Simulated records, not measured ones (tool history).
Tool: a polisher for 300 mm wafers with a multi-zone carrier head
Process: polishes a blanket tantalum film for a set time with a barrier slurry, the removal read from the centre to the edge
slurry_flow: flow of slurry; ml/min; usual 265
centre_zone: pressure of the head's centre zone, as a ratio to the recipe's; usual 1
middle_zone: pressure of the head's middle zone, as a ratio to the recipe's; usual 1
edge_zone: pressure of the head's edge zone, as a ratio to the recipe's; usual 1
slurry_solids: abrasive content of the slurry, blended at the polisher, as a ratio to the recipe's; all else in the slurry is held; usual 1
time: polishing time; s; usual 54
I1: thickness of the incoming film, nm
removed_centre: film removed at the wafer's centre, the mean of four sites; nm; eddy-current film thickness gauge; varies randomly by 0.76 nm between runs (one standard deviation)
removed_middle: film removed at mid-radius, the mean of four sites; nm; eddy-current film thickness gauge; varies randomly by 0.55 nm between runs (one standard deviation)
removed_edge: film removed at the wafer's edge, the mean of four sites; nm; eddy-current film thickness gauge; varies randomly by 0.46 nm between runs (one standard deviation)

run 1 hour=0 | slurry_flow=265 centre_zone=1 middle_zone=0.96 edge_zone=1 slurry_solids=1 time=54 | I1=333.7 | removed_centre=52.1 removed_middle=49.1 removed_edge=51
-- hour=20.8 worn pad replaced by a new one
run 2 hour=33.1 | slurry_flow=265 centre_zone=1 middle_zone=1 edge_zone=1 slurry_solids=1 time=54 | I1=325.4 | removed_centre=50.4 removed_middle=52 removed_edge=50.9
run 3 hour=64.4 | slurry_flow=265 centre_zone=1.06 middle_zone=1 edge_zone=0.89 slurry_solids=1 time=54 | I1=331.9 | removed_centre=54.3 removed_middle=52.6 removed_edge=48.5
run 4 hour=95.5 | slurry_flow=265 centre_zone=1 middle_zone=1 edge_zone=1 slurry_solids=1 time=54 | I1=327.5 | removed_centre=51.6 removed_middle=51.4 removed_edge=50.6
run 5 hour=129.1 | slurry_flow=265 centre_zone=1 middle_zone=1 edge_zone=1 slurry_solids=1 time=54 | I1=332.1 | removed_centre=51.1 removed_middle=52 removed_edge=51.7
run 6 hour=145.2 | slurry_flow=265 centre_zone=0.96 middle_zone=1 edge_zone=1 slurry_solids=1 time=54 | I1=328.5 | removed_centre=50.8 removed_middle=50.3 removed_edge=50.2
run 7 hour=165.4 | slurry_flow=300 centre_zone=1.03 middle_zone=1.08 edge_zone=1 slurry_solids=1 time=54 | I1=329.4 | removed_centre=53.1 removed_middle=55.4 removed_edge=51
run 8 hour=195.9 | slurry_flow=265 centre_zone=1 middle_zone=1 edge_zone=1 slurry_solids=1 time=54 | I1=331.5 | removed_centre=52.1 removed_middle=51.6 removed_edge=50.7
run 9 hour=209.4 | slurry_flow=265 centre_zone=1 middle_zone=1 edge_zone=1 slurry_solids=1 time=48 | I1=330.9 | removed_centre=44.8 removed_middle=45.3 removed_edge=45.1
run 10 hour=227.6 | slurry_flow=265 centre_zone=1 middle_zone=1 edge_zone=0.93 slurry_solids=0.8 time=54 | I1=324.5 | removed_centre=47.1 removed_middle=48.9 removed_edge=46.5
run 11 hour=241.3 | slurry_flow=305 centre_zone=1.05 middle_zone=1 edge_zone=1.09 slurry_solids=1 time=38 | I1=329.3 | removed_centre=37.5 removed_middle=37.4 removed_edge=37.4
-- hour=251 edge zone pressure recalibrated
run 12 hour=259.8 | slurry_flow=265 centre_zone=1 middle_zone=0.88 edge_zone=1 slurry_solids=1 time=54 | I1=330.3 | removed_centre=53.1 removed_middle=47 removed_edge=50.5
-- hour=277.3 worn pad replaced by a new one
run 13 hour=283.9 | slurry_flow=315 centre_zone=1 middle_zone=1 edge_zone=1 slurry_solids=1 time=54 | I1=324.4 | removed_centre=52.9 removed_middle=53.5 removed_edge=51.5
-- hour=291.9 carrier head's membrane replaced by a new one
-- hour=298.5 centre zone pressure recalibrated
run 14 hour=319 | slurry_flow=180 centre_zone=1.11 middle_zone=1 edge_zone=1 slurry_solids=1.1 time=60 | I1=324.3 | removed_centre=59.9 removed_middle=55.6 removed_edge=55.5
run 15 hour=333.9 | slurry_flow=265 centre_zone=1 middle_zone=1.09 edge_zone=1 slurry_solids=0.75 time=40 | I1=329.8 | removed_centre=34.9 removed_middle=38.2 removed_edge=34.5
run 16 hour=358 | slurry_flow=265 centre_zone=0.91 middle_zone=1.05 edge_zone=1.06 slurry_solids=0.85 time=54 | I1=330.5 | removed_centre=43.9 removed_middle=51.4 removed_edge=50.7
run 17 hour=392.4 | slurry_flow=265 centre_zone=1 middle_zone=0.89 edge_zone=1.11 slurry_solids=1.25 time=44 | I1=331 | removed_centre=44.8 removed_middle=40.4 removed_edge=45.8
run 18 hour=416.2 | slurry_flow=205 centre_zone=1 middle_zone=0.91 edge_zone=1 slurry_solids=0.9 time=54 | I1=331.5 | removed_centre=47.7 removed_middle=45.1 removed_edge=47.8
run 19 hour=441.9 | slurry_flow=265 centre_zone=1 middle_zone=1 edge_zone=1 slurry_solids=1 time=54 | I1=331.6 | removed_centre=50.7 removed_middle=52.4 removed_edge=50.8
run 20 hour=467.6 | slurry_flow=210 centre_zone=1 middle_zone=1.07 edge_zone=1 slurry_solids=1 time=63 | I1=329.8 | removed_centre=59.2 removed_middle=61.8 removed_edge=57.4
-- hour=526 worn pad replaced by a new one
run 21 hour=549.7 | slurry_flow=265 centre_zone=1.09 middle_zone=1 edge_zone=1.06 slurry_solids=1 time=54 | I1=332.6 | removed_centre=55.1 removed_middle=51.3 removed_edge=52.2
run 22 hour=574.7 | slurry_flow=265 centre_zone=1 middle_zone=1 edge_zone=1 slurry_solids=1 time=54 | I1=334.1 | removed_centre=51.3 removed_middle=51.9 removed_edge=50.6

4 ways to go on from here, each from the tool as it stands after run 22. What would each give?
run A hour=575.1 | slurry_flow=265 centre_zone=1 middle_zone=1 edge_zone=1 slurry_solids=1 time=54 | I1=330.1 | removed_centre=? removed_middle=? removed_edge=?
run B hour=575.1 | slurry_flow=265 centre_zone=0.95 middle_zone=1 edge_zone=1 slurry_solids=1 time=39 | I1=330.1 | removed_centre=? removed_middle=? removed_edge=?
run C hour=575.1 | slurry_flow=265 centre_zone=1.05 middle_zone=0.9 edge_zone=1 slurry_solids=1.25 time=43 | I1=330.1 | removed_centre=? removed_middle=? removed_edge=?
run D hour=575.1 | slurry_flow=265 centre_zone=1.12 middle_zone=1.07 edge_zone=0.89 slurry_solids=1 time=48 | I1=330.1 | removed_centre=? removed_middle=? removed_edge=?

run=A removed_centre=51 removed_middle=51.8 removed_edge=49.8
run=B removed_centre=35 removed_middle=37.4 removed_edge=35.9
run=C removed_centre=45 removed_middle=39.9 removed_edge=41.9
run=D removed_centre=50.9 removed_middle=48.7 removed_edge=41.9
What these runs would have given with no unlogged condition in the tool:
run=A removed_centre=51 removed_middle=51.8 removed_edge=49.8
run=B removed_centre=35 removed_middle=37.4 removed_edge=35.9
run=C removed_centre=45 removed_middle=39.9 removed_edge=41.9
run=D removed_centre=50.9 removed_middle=48.7 removed_edge=41.9

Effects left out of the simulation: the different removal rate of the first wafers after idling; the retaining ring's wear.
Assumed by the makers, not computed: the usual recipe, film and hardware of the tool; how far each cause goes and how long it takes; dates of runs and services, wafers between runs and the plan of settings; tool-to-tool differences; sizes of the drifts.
